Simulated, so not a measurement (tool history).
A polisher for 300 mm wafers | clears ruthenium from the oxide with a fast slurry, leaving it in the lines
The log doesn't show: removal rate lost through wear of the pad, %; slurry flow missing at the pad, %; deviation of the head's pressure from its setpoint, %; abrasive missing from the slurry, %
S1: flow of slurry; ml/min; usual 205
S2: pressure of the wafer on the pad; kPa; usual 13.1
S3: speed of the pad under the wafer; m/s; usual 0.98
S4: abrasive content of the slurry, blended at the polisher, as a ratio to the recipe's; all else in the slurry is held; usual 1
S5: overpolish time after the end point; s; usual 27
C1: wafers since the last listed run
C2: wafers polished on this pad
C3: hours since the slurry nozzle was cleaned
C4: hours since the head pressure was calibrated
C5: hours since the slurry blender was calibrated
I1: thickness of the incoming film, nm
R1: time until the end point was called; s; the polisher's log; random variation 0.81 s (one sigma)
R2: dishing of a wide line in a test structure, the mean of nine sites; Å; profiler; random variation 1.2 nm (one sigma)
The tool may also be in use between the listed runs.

| run | hour | S1 | S2 | S3 | S4 | S5 | C1 | C2 | C3 | C4 | C5 | I1 | R1 | R2 |
|---|---|---|---|---|---|---|---|---|---|---|---|---|---|---|
| 1 | 0 | 205 | 13.1 | 0.98 | 1 | 27 | 0 | 4741 | 142.4 | 566.2 | 201.4 | 188.2 | 92.7 | 449 |
| 2 | 81.4 | 205 | 13.1 | 0.98 | 1 | 27 | 873 | 5614 | 223.8 | 647.6 | 282.8 | 188.9 | 95.9 | 402 |
| 3 | 157.9 | 205 | 13.1 | 0.98 | 1 | 27 | 820 | 6435 | 300.3 | 724.1 | 359.3 | 188.2 | 98.1 | 412 |
|  | 167.2 | worn pad replaced by a new one |
| 4 | 233.2 | 205 | 13.1 | 0.98 | 1 | 27 | 764 | 707 | 375.6 | 799.4 | 434.6 | 189.1 | 90.7 | 449 |
|  | 269.7 | head pressure recalibrated |
| 5 | 320.7 | 205 | 13.1 | 0.98 | 1 | 27 | 917 | 1624 | 463.1 | 51 | 522.1 | 192.5 | 83.1 | 475 |
|  | 343.4 | slurry blender recalibrated |
| 6 | 406.2 | 205 | 13.1 | 1.24 | 1 | 27 | 895 | 2520 | 548.6 | 136.5 | 62.8 | 192.6 | 69.3 | 546 |
|  | 447.6 | slurry nozzle cleaned |
| 7 | 474.4 | 205 | 13.1 | 1.24 | 1 | 27 | 720 | 3241 | 26.8 | 204.7 | 131 | 189.6 | 69.3 | 539 |
| 8 | 557.2 | 205 | 13.1 | 1.24 | 1 | 27 | 888 | 4129 | 109.6 | 287.5 | 213.8 | 194 | 72.7 | 515 |
| 9 | 644.8 | 205 | 13.1 | 1.24 | 0.9 | 27 | 939 | 5068 | 197.2 | 375.1 | 301.4 | 191.8 | 78 | 520 |
| 10 | 717.5 | 205 | 11 | 0.9 | 1 | 27 | 779 | 5848 | 269.9 | 447.8 | 374.1 | 187.5 | 118.1 | 353 |
|  | 723.1 | worn pad replaced by a new one |
|  | 932.5 | slurry nozzle cleaned |
|  | 973.5 | slurry blender recalibrated |
| 11 | 982 | 205 | 11 | 0.9 | 1 | 27 | 2761 | 2744 | 49.5 | 712.3 | 8.5 | 190.3 | 116.6 | 363 |
| 12 | 1078.8 | 165 | 13.1 | 0.98 | 1 | 34 | 1038 | 3782 | 146.3 | 809.1 | 105.3 | 187.6 | 95.9 | 466 |
| 13 | 1130.9 | 205 | 13.1 | 1.3 | 1 | 42 | 558 | 4341 | 198.4 | 861.2 | 157.4 | 190.8 | 73.4 | 703 |
| 14 | 1216.1 | 140 | 13.1 | 1.26 | 1.25 | 27 | 913 | 5255 | 283.6 | 946.4 | 242.6 | 192.6 | 77.3 | 522 |
|  | 1252.5 | head pressure recalibrated |
| 15 | 1291.5 | 205 | 13.1 | 0.98 | 1 | 27 | 787 | 6042 | 359 | 39 | 318 | 190.1 | 92.8 | 451 |
|  | 1357.5 | worn pad replaced by a new one |
| 16 | 1396 | 205 | 13.1 | 0.98 | 1 | 27 | 1077 | 413 | 463.5 | 143.5 | 422.5 | 193.2 | 86.6 | 452 |
|  | 1483.5 | slurry nozzle cleaned |
|  | 1616.3 | slurry blender recalibrated |
| 17 | 1686.5 | 205 | 15.2 | 0.98 | 1 | 27 | 3083 | 3496 | 203 | 434 | 70.2 | 189.1 | 78.6 | 478 |
| 18 | 1747.8 | 245 | 13.1 | 0.98 | 0.8 | 27 | 657 | 4153 | 264.3 | 495.3 | 131.5 | 189.4 | 100.2 | 380 |
| 19 | 1794.3 | 205 | 13.1 | 0.98 | 1 | 27 | 498 | 4652 | 310.8 | 541.8 | 178 | 189.3 | 93.8 | 432 |
| 20 | 1852.5 | 205 | 13.1 | 1.24 | 1 | 27 | 624 | 5276 | 369 | 600 | 236.2 | 191.5 | 78.4 | 494 |
| 21 | 1907.1 | 205 | 13.1 | 0.98 | 1 | 27 | 585 | 5862 | 423.6 | 654.6 | 290.8 | 188.8 | 98.3 | 402 |
| 22 | 1965.5 | 235 | 17.2 | 1.2 | 1 | 27 | 626 | 6488 | 482 | 713 | 349.2 | 189.1 | 64.1 | 540 |
|  | 1978.1 | worn pad replaced by a new one |
| 23 | 2044.9 | 205 | 13.1 | 0.98 | 1 | 27 | 808 | 716 | 561.4 | 792.4 | 428.6 | 188.4 | 91.2 | 427 |
|  | 2060.6 | head pressure recalibrated |
|  | 2107.4 | slurry nozzle cleaned |
| 24 | 2126.3 | 175 | 13.1 | 0.98 | 1 | 27 | 840 | 1557 | 18.9 | 65.7 | 510 | 190.1 | 84 | 486 |
|  | 2170.5 | slurry blender recalibrated |
| 25 | 2190.5 | 255 | 15.2 | 0.98 | 1 | 12 | 667 | 2224 | 83.1 | 129.9 | 20 | 191.6 | 71.1 | 274 |
| 26 | 2255.3 | 205 | 13.1 | 1.26 | 1 | 27 | 694 | 2919 | 147.9 | 194.7 | 84.8 | 187.7 | 66.3 | 569 |
| 27 | 2357.1 | 205 | 13.1 | 0.98 | 0.85 | 27 | 1091 | 4011 | 249.7 | 296.5 | 186.6 | 186.7 | 93.2 | 409 |
| 28 | 2464.4 | 205 | 13.1 | 0.88 | 1.2 | 31 | 1150 | 5162 | 357 | 403.8 | 293.9 | 188.3 | 92.6 | 481 |

Hidden state or all else? Some run-to-run changes of R1, split into what the settings, what came in and random variation would give without the hidden state, and what is left for the hidden state (with any gauge scatter that isn't in both results):
Run 3 -> 4: worn pad replaced by a new one. R1 -7.4 s: hidden state -8.8, all else +1.4.
Run 9 -> 10: S2 13.1 -> 11, S3 1.24 -> 0.9, S4 0.9 -> 1. R1 +40.1 s: hidden state +8, all else +32.1.
Run 21 -> 22: S1 205 -> 235, S2 13.1 -> 17.2, S3 0.98 -> 1.2. R1 -34.2 s: hidden state -4.8, all else -29.4.
Run 23 -> 24: S1 205 -> 175, head pressure recalibrated, slurry nozzle cleaned. R1 -7.2 s: hidden state -10.6, all else +3.4.
